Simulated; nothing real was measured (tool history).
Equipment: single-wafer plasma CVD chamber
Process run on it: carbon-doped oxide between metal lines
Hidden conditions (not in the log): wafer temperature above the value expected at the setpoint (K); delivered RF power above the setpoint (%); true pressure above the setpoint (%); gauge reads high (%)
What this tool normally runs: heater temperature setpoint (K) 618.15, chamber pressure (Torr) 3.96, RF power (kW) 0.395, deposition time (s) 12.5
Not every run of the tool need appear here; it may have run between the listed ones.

run     day  heater temperature setpoint (K)  chamber pressure (Torr)  RF power (kW)  deposition time (s)  wafers since the last listed run  hours since the last thermocouple change  hours since the last RF generator calibration  hours since the last manometer calibration  hours since the showerhead was replaced  hours since the gauge calibration  read-back reference wafer on the same gauge, thickness_nm  mean film thickness on the monitor wafer (nm)
  1   0.000                           618.15                     3.96          0.395                 12.5                                 0                                    2139.5                                          719.0                                      1393.6                                   3473.7                              660.2                                                     54.420                                         53.457
  2   2.062                           618.15                     3.96          0.395                 12.5                              1441                                    2189.0                                          768.5                                      1443.1                                   3523.2                              709.7                                                     54.402                                         53.566
  3   3.754                           618.15                     3.96          0.395                 12.5                              1182                                    2229.6                                          809.1                                      1483.7                                   3563.8                              750.3                                                     54.392                                         53.279
  4   5.654                           618.15                     3.96          0.395                 12.5                              1328                                    2275.2                                          854.7                                      1529.3                                   3609.4                              795.9                                                     54.405                                         53.433
  5   8.229                           618.15                     3.96          0.395                 12.5                              1800                                    2337.0                                          916.5                                      1591.1                                   3671.2                              857.7                                                     54.397                                         53.561
  6  13.312                           618.15                     3.96          0.395                 12.5                              3553                                    2459.0                                         1038.5                                      1713.1                                   3793.2                              979.7                                                     54.390                                         53.578
  7  14.733                           618.15                     3.42          0.395                 12.5                               993                                    2493.1                                         1072.6                                      1747.2                                   3827.3                             1013.8                                                     54.397                                         52.003
  8  16.575                           618.15                     3.42          0.395                 12.5                              1287                                    2537.3                                         1116.8                                      1791.4                                   3871.5                             1058.0                                                     54.407                                         52.007
  9  18.862                           618.15                     3.42          0.395                 12.5                              1599                                    2592.2                                         1171.7                                      1846.3                                   3926.4                             1112.9                                                     54.402                                         52.179
 10  21.592                           618.15                     3.96          0.395                 12.5                              1907                                    2657.7                                         1237.2                                      1911.8                                   3991.9                             1178.4                                                     54.402                                         53.570
     22.875  -- thermocouple changed; heater temperature recalibrated
 11  24.388                           618.15                     3.96          0.395                 12.5                              1721                                      36.3                                         1304.3                                      1978.9                                   4059.0                             1245.5                                                     54.420                                         54.331
 12  26.029                           630.15                     3.96          0.395                 12.5                              1147                                      75.7                                         1343.7                                      2018.3                                   4098.4                             1284.9                                                     54.409                                         52.626
 13  27.329                           605.15                     3.96          0.330                 13.4                               908                                     106.9                                         1374.9                                      2049.5                                   4129.6                             1316.1                                                     54.406                                         55.303
 14  30.062                           618.15                     3.96          0.395                 13.8                              1910                                     172.5                                         1440.5                                      2115.1                                   4195.2                             1381.7                                                     54.399                                         59.990
     32.292  -- gauge calibrated
 15  32.571                           618.15                     3.96          0.395                 12.5                              1753                                     232.7                                         1500.7                                      2175.3                                   4255.4                                6.7                                                     54.405                                         54.513
     35.192  -- showerhead replaced
     35.608  -- RF generator calibrated
 16  35.629                           618.15                     3.96          0.395                 12.5                              1671                                     306.1                                            0.5                                      2248.7                                     10.5                               80.1                                                     54.393                                         54.461
     37.425  -- capacitance manometer re-zeroed and calibrated
 17  37.446                           618.15                     4.61          0.395                 12.5                              1036                                     349.7                                           44.1                                         0.5                                     54.1                              123.7                                                     54.397                                         55.025
 18  38.467                           626.15                     3.13          0.470                 10.0                               713                                     374.2                                           68.6                                        25.0                                     78.6                              148.2                                                     54.418                                         44.405
 19  46.596                           618.15                     3.96          0.395                 12.5                              5682                                     569.3                                          263.7                                       220.1                                    273.7                              343.3                                                     54.402                                         53.447
 20  48.392                           603.15                     3.23          0.325                 11.1                              1255                                     612.4                                          306.8                                       263.2                                    316.8                              386.4                                                     54.407                                         43.663
 21  50.204                           618.15                     3.14          0.325                 12.5                              1266                                     655.9                                          350.3                                       306.7                                    360.3                              429.9                                                     54.401                                         47.070
 22  51.512                           611.15                     3.96          0.395                 12.5                               914                                     687.3                                          381.7                                       338.1                                    391.7                              461.3                                                     54.402                                         54.366
 23  53.254                           618.15                     3.96          0.395                 13.4                              1217                                     729.1                                          423.5                                       379.9                                    433.5                              503.1                                                     54.396                                         57.258
 24  54.992                           629.15                     3.96          0.395                 10.1                              1214                                     770.8                                          465.2                                       421.6                                    475.2                              544.8                                                     54.406                                         42.330

Here are 4 independent what-if runs from the current tool condition. What would each one return?
  A  55.008                           618.15                     3.15          0.395                 12.5                                11                                     771.2                                          465.6                                       422.0                                    475.6                              545.2                                                          ?                                              ?
  B  55.008                           613.15                     3.22          0.360                 11.4                                11                                     771.2                                          465.6                                       422.0                                    475.6                              545.2                                                          ?                                              ?
  C  55.008                           625.15                     4.43          0.450                 11.0                                11                                     771.2                                          465.6                                       422.0                                    475.6                              545.2                                                          ?                                              ?
  D  55.008                           618.15                     3.17          0.395                 13.4                                11                                     771.2                                          465.6                                       422.0                                    475.6                              545.2                                                          ?                                              ?

run  read-back reference wafer on the same gauge, thickness_nm  mean film thickness on the monitor wafer (nm)
  A                                                     54.391                                         51.693
  B                                                     54.391                                         45.815
  C                                                     54.391                                         50.442
  D                                                     54.391                                         55.385
The same runs, with their run-to-run variation unchanged, on a tool lacking any hidden condition would have given:
run  mean film thickness on the monitor wafer (nm)
  A                                         51.900
  B                                         46.000
  C                                         50.622
  D                                         55.606
